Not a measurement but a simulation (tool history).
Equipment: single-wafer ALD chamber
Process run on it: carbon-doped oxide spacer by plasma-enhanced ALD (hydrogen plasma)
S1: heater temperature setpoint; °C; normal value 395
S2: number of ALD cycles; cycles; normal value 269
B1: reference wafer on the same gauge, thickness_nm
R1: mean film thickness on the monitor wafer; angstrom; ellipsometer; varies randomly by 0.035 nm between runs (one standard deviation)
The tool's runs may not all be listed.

run,hour,S1,S2,B1,R1
1,0,395,269,15.828,137.92
2,17.2,395,269,15.833,138.11
3,37.3,395,269,15.824,137.6
4,61.9,405,269,15.801,134.96
5,80.8,405,269,15.796,134.88
6,98.9,395,269,15.782,137.56
7,121.2,395,269,15.775,137.52
8,215.5,395,269,15.725,137.48
9,234.1,395,269,15.715,136.88
10,256.6,384,305,15.708,155.27
11,269.7,395,233,15.699,118.28
12,284.2,390,255,15.691,129.76
13,314.6,395,269,15.683,136.24
# hour 315.5: gauge calibrated
# hour 329: thermocouple changed; heater temperature recalibrated
14,343.4,395,269,15.883,138.6
15,376.6,403,269,15.873,137.06
16,392.6,384,318,15.864,162.97
17,419.6,395,269,15.854,137.59
18,437.6,395,320,15.834,164.11

Predict each of these 5 candidate next runs independently; none follows another, all start after run 18:
A,438.4,395,269,?,?
B,438.4,399,301,?,?
C,438.4,406,237,?,?
D,438.4,389,269,?,?
E,438.4,382,248,?,?

run,B1,R1
A,15.84,137.88
B,15.84,154.28
C,15.84,119.1
D,15.84,137.88
E,15.84,127.12
Had the tool no hidden state, the same runs would have come out as:
run,R1
A,138.42
B,154.89
C,119.57
D,138.42
E,127.62
